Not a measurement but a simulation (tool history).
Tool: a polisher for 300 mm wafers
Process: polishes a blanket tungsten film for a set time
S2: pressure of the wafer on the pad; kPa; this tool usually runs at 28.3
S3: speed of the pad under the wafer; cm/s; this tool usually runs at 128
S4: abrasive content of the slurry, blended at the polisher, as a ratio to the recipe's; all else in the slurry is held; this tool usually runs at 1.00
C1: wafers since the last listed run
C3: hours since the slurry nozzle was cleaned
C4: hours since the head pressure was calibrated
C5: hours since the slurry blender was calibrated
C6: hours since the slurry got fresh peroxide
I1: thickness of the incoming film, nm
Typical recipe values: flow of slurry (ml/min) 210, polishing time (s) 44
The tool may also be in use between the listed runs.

Run 1, hour 0.0: usual settings but S3 140 cm/s; C1 0; wafers polished on this pad 3211; C3 449.4; C4 1103.0; C5 46.0; C6 382.4; I1 821.5. Result: film removed (Å) 3036.
At hour 44.2: worn pad replaced by a new one.
Run 2, hour 44.7: usual settings but S3 140 cm/s; C1 394; wafers polished on this pad 5; C3 494.1; C4 1147.7; C5 90.7; C6 427.1; I1 820.7. Result: film removed (Å) 2992.
At hour 62.9: slurry tank refilled with fresh slurry and peroxide.
Run 3, hour 89.0: usual settings but S3 140 cm/s; C1 419; wafers polished on this pad 425; C3 538.4; C4 1192.0; C5 135.0; C6 26.1; I1 813.2. Result: film removed (Å) 2971.
At hour 103.9: head pressure recalibrated.
Run 4, hour 158.9: usual settings but polishing time (s) 53; C1 658; wafers polished on this pad 1083; C3 608.3; C4 55.0; C5 204.9; C6 96.0; I1 809.4. Result: film removed (Å) 3287.
Run 5, hour 217.6: usual settings; C1 569; wafers polished on this pad 1652; C3 667.0; C4 113.7; C5 263.6; C6 154.7; I1 821.1. Result: film removed (Å) 2739.
Run 6, hour 282.0: usual settings; C1 624; wafers polished on this pad 2277; C3 731.4; C4 178.1; C5 328.0; C6 219.1; I1 825.7. Result: film removed (Å) 2574.
At hour 325.4: slurry nozzle cleaned.
Run 7, hour 331.2: usual settings; C1 467; wafers polished on this pad 2744; C3 5.8; C4 227.3; C5 377.2; C6 268.3; I1 818.1. Result: film removed (Å) 2663.
Run 8, hour 379.5: usual settings but flow of slurry (ml/min) 175, polishing time (s) 50; C1 468; wafers polished on this pad 3212; C3 54.1; C4 275.6; C5 425.5; C6 316.6; I1 822.2. Result: film removed (Å) 2909.
At hour 453.0: worn pad replaced by a new one.
At hour 457.0: slurry blender recalibrated, repeated, since the last time left the tool worse.
At hour 480.0: slurry tank refilled with fresh slurry and peroxide.
Run 9, hour 484.5: usual settings but flow of slurry (ml/min) 150, S2 24.8 kPa, S3 98 cm/s, S4 1.25; C1 950; wafers polished on this pad 276; C3 159.1; C4 380.6; C5 27.5; C6 4.5; I1 810.8. Result: film removed (Å) 2674.
Run 10, hour 536.9: usual settings but S2 36.5 kPa, S3 86 cm/s, polishing time (s) 29; C1 508; wafers polished on this pad 784; C3 211.5; C4 433.0; C5 79.9; C6 56.9; I1 821.7. Result: film removed (Å) 2273.
Run 11, hour 587.6: usual settings but flow of slurry (ml/min) 170, S3 110 cm/s; C1 491; wafers polished on this pad 1275; C3 262.2; C4 483.7; C5 130.6; C6 107.6; I1 809.3. Result: film removed (Å) 2962.
Run 12, hour 618.0: usual settings but flow of slurry (ml/min) 175, polishing time (s) 50; C1 294; wafers polished on this pad 1570; C3 292.6; C4 514.1; C5 161.0; C6 138.0; I1 834.8. Result: film removed (Å) 3731.
Run 13, hour 689.8: usual settings; C1 696; wafers polished on this pad 2266; C3 364.4; C4 585.9; C5 232.8; C6 209.8; I1 819.8. Result: film removed (Å) 3346.
Run 14, hour 758.7: usual settings but S3 144 cm/s, polishing time (s) 35; C1 668; wafers polished on this pad 2934; C3 433.3; C4 654.8; C5 301.7; C6 278.7; I1 817.9. Result: film removed (Å) 2765.
Run 15, hour 817.7: usual settings; C1 572; wafers polished on this pad 3507; C3 492.3; C4 713.8; C5 360.7; C6 337.7; I1 818.3. Result: film removed (Å) 3230.
At hour 853.3: slurry tank refilled with fresh slurry and peroxide.
Run 16, hour 873.4: usual settings but S2 33.1 kPa, S3 112 cm/s, polishing time (s) 32; C1 530; wafers polished on this pad 4037; C3 548.0; C4 769.5; C5 416.4; C6 20.1; I1 820.4. Result: film removed (Å) 2438.
At hour 886.6: worn pad replaced by a new one.
Run 17, hour 905.9: usual settings but S2 22.8 kPa, polishing time (s) 58; C1 276; wafers polished on this pad 187; C3 580.5; C4 802.0; C5 448.9; C6 52.6; I1 825.8. Result: film removed (Å) 3381.
At hour 914.8: slurry blender recalibrated.
Run 18, hour 957.2: usual settings but flow of slurry (ml/min) 235, S3 92 cm/s; C1 478; wafers polished on this pad 665; C3 631.8; C4 853.3; C5 42.4; C6 103.9; I1 822.1. Result: film removed (Å) 2874.
Run 19, hour 1022.1: usual settings but S2 33.1 kPa, S4 1.25, polishing time (s) 57; C1 629; wafers polished on this pad 1294; C3 696.7; C4 918.2; C5 107.3; C6 168.8; I1 826.8. Result: film removed (Å) 5487.
At hour 1067.3: slurry nozzle cleaned.
Run 20, hour 1079.0: usual settings but S3 156 cm/s, polishing time (s) 50; C1 542; wafers polished on this pad 1836; C3 11.7; C4 975.1; C5 164.2; C6 225.7; I1 823.0. Result: film removed (Å) 4362.
Run 21, hour 1146.9: usual settings but flow of slurry (ml/min) 275, S2 33.1 kPa, S3 152 cm/s, S4 1.15; C1 658; wafers polished on this pad 2494; C3 79.6; C4 1043.0; C5 232.1; C6 293.6; I1 809.4. Result: film removed (Å) 4665.
At hour 1184.3: head pressure recalibrated.
Run 22, hour 1190.6: usual settings; C1 404; wafers polished on this pad 2899; C3 123.3; C4 6.3; C5 275.8; C6 337.3; I1 815.8. Result: film removed (Å) 3234.
At hour 1246.0: worn pad replaced by a new one.
Run 23, hour 1246.5: usual settings but polishing time (s) 58; C1 503; wafers polished on this pad 5; C3 179.2; C4 62.2; C5 331.7; C6 393.2; I1 817.7. Result: film removed (Å) 4279.
At hour 1259.4: slurry tank refilled with fresh slurry and peroxide.
Run 24, hour 1271.4: usual settings but S4 1.10; C1 231; wafers polished on this pad 236; C3 204.1; C4 87.1; C5 356.6; C6 12.0; I1 809.8. Result: film removed (Å) 3327.
At hour 1288.5: slurry blender recalibrated.
Run 25, hour 1321.1: usual settings but flow of slurry (ml/min) 185, S2 33.1 kPa, S4 0.85; C1 462; wafers polished on this pad 699; C3 253.8; C4 136.8; C5 32.6; C6 61.7; I1 812.9. Result: film removed (Å) 3634.
Run 26, hour 1360.2: usual settings but flow of slurry (ml/min) 155, polishing time (s) 55; C1 379; wafers polished on this pad 1078; C3 292.9; C4 175.9; C5 71.7; C6 100.8; I1 816.3. Result: film removed (Å) 4022.
Run 27, hour 1386.6: usual settings but flow of slurry (ml/min) 155, polishing time (s) 55; C1 255; wafers polished on this pad 1334; C3 319.3; C4 202.3; C5 98.1; C6 127.2; I1 826.5. Result: film removed (Å) 3963.

State the hidden condition of the tool at each of the runs:
removal rate lost through wear of the pad, %: 0, the same for each run
slurry flow missing at the pad, %: 0, the same for each run
deviation of the head's pressure from its setpoint, %: 0, the same for each run
peroxide lost from the slurry, %: 0, the same for each run
H1: abrasive missing from the slurry, %
run    H1
  1  29.4
  2    31
  3  32.6
  4    35
  5  37.1
  6  39.4
  7  41.1
  8  42.8
  9  2.54
 10  4.39
 11  6.17
 12  7.24
 13  9.77
 14  12.2
 15  14.3
 16  16.2
 17  17.4
 18  1.78
 19  4.06
 20  6.07
 21  8.46
 22    10
 23    12
 24  12.8
 25  2.25
 26  3.63
 27  4.56

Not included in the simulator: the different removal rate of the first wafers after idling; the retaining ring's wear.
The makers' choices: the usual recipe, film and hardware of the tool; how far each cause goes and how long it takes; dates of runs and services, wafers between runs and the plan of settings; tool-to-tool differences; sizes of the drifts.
